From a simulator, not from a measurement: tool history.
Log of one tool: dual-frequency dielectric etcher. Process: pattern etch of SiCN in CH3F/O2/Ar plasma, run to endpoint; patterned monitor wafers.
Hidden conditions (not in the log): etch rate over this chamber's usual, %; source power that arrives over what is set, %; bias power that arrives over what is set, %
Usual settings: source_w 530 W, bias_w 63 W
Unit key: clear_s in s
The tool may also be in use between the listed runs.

| run | hour | source_w | bias_w | wafers since the last listed run | hours since the last wet clean | hours since the last source power generator calibration | hours since the last bias power generator calibration | hours since the last upper electrode change | incoming incoming film thickness, nm | clear_s |
|---|---|---|---|---|---|---|---|---|---|---|
| 1 | 0 | 530 | 63 | 0 | 249.1 | 4182.7 | 2820.4 | 4231 | 10.04 | 24.3 |
| 2 | 14.4 | 530 | 63 | 173 | 263.5 | 4197.1 | 2834.8 | 4245.4 | 10.08 | 24.4 |
| 3 | 35.6 | 530 | 63 | 255 | 284.7 | 4218.3 | 2856 | 4266.6 | 10.04 | 24 |
| 4 | 68.1 | 530 | 63 | 391 | 317.2 | 4250.8 | 2888.5 | 4299.1 | 10.13 | 24.2 |
| 5 | 84.5 | 530 | 63 | 197 | 333.6 | 4267.2 | 2904.9 | 4315.5 | 9.96 | 24.1 |
| 6 | 107.2 | 440 | 56 | 273 | 356.3 | 4289.9 | 2927.6 | 4338.2 | 10.18 | 26.7 |
|  | 153.3 | wet clean of the chamber |
| 7 | 153.8 | 440 | 56 | 272 | 0.5 | 4336.5 | 2974.2 | 4384.8 | 10.09 | 27.4 |
| 8 | 156 | 440 | 56 | 26 | 2.7 | 4338.7 | 2976.4 | 4387 | 10.16 | 27.8 |
| 9 | 181.4 | 530 | 63 | 305 | 28.1 | 4364.1 | 3001.8 | 4412.4 | 10.13 | 24.9 |
| 10 | 198.3 | 530 | 63 | 203 | 45 | 4381 | 3018.7 | 4429.3 | 10.18 | 25.3 |
| 11 | 246.4 | 530 | 63 | 579 | 93.1 | 4429.1 | 3066.8 | 4477.4 | 10.13 | 25 |
|  | 253.2 | bias power generator calibrated |
| 12 | 276.5 | 530 | 63 | 314 | 123.2 | 4459.2 | 23.3 | 4507.5 | 10.09 | 24.6 |
| 13 | 290.6 | 530 | 63 | 169 | 137.3 | 4473.3 | 37.4 | 4521.6 | 10.12 | 24.9 |
| 14 | 325.2 | 530 | 63 | 416 | 171.9 | 4507.9 | 72 | 4556.2 | 10.02 | 24.2 |
| 15 | 347.8 | 600 | 72 | 272 | 194.5 | 4530.5 | 94.6 | 4578.8 | 10.02 | 22.6 |
| 16 | 364.9 | 590 | 63 | 205 | 211.6 | 4547.6 | 111.7 | 4595.9 | 10.16 | 23.6 |
|  | 369.8 | source power generator calibrated |
| 17 | 382.1 | 570 | 53 | 158 | 228.8 | 12.3 | 128.9 | 4613.1 | 10.16 | 24.7 |
|  | 412.3 | upper electrode replaced |
| 18 | 412.8 | 630 | 73 | 80 | 259.5 | 43 | 159.6 | 0.5 | 10.13 | 21.9 |
| 19 | 447 | 440 | 56 | 411 | 293.7 | 77.2 | 193.8 | 34.7 | 10.15 | 26.8 |
| 20 | 461.6 | 590 | 70 | 175 | 308.3 | 91.8 | 208.4 | 49.3 | 10.07 | 22.5 |
| 21 | 494.9 | 530 | 47 | 400 | 341.6 | 125.1 | 241.7 | 82.6 | 10.06 | 25.5 |
| 22 | 507.1 | 530 | 76 | 146 | 353.8 | 137.3 | 253.9 | 94.8 | 10.16 | 23.1 |
|  | 538.7 | wet clean of the chamber |
| 23 | 540.7 | 590 | 55 | 115 | 2 | 170.9 | 287.5 | 128.4 | 10.2 | 25.1 |
| 24 | 566 | 450 | 63 | 304 | 27.3 | 196.2 | 312.8 | 153.7 | 10.13 | 26.7 |
| 25 | 593.5 | 530 | 63 | 331 | 54.8 | 223.7 | 340.3 | 181.2 | 10.12 | 25.1 |
| 26 | 616.6 | 530 | 54 | 278 | 77.9 | 246.8 | 363.4 | 204.3 | 10.19 | 25.7 |
| 27 | 634.7 | 590 | 55 | 217 | 96 | 264.9 | 381.5 | 222.4 | 10.21 | 24.7 |
| 28 | 668.6 | 610 | 63 | 408 | 129.9 | 298.8 | 415.4 | 256.3 | 10.08 | 23.4 |
| 29 | 681.6 | 460 | 48 | 156 | 142.9 | 311.8 | 428.4 | 269.3 | 10.13 | 27.7 |

Forecast each of these 4 alternatives for the next run:
| A | 682 | 530 | 63 | 4 | 143.3 | 312.2 | 428.8 | 269.7 | 10.03 | ? |
| B | 682 | 580 | 74 | 4 | 143.3 | 312.2 | 428.8 | 269.7 | 10.03 | ? |
| C | 682 | 650 | 69 | 4 | 143.3 | 312.2 | 428.8 | 269.7 | 10.03 | ? |
| D | 682 | 640 | 48 | 4 | 143.3 | 312.2 | 428.8 | 269.7 | 10.03 | ? |

| run | clear_s |
|---|---|
| A | 24.3 |
| B | 22.6 |
| C | 22 |
| D | 24 |
Without the tool's unlogged condition, the same runs would have read:
| run | clear_s |
|---|---|
| A | 24.6 |
| B | 22.9 |
| C | 22.3 |
| D | 24.3 |
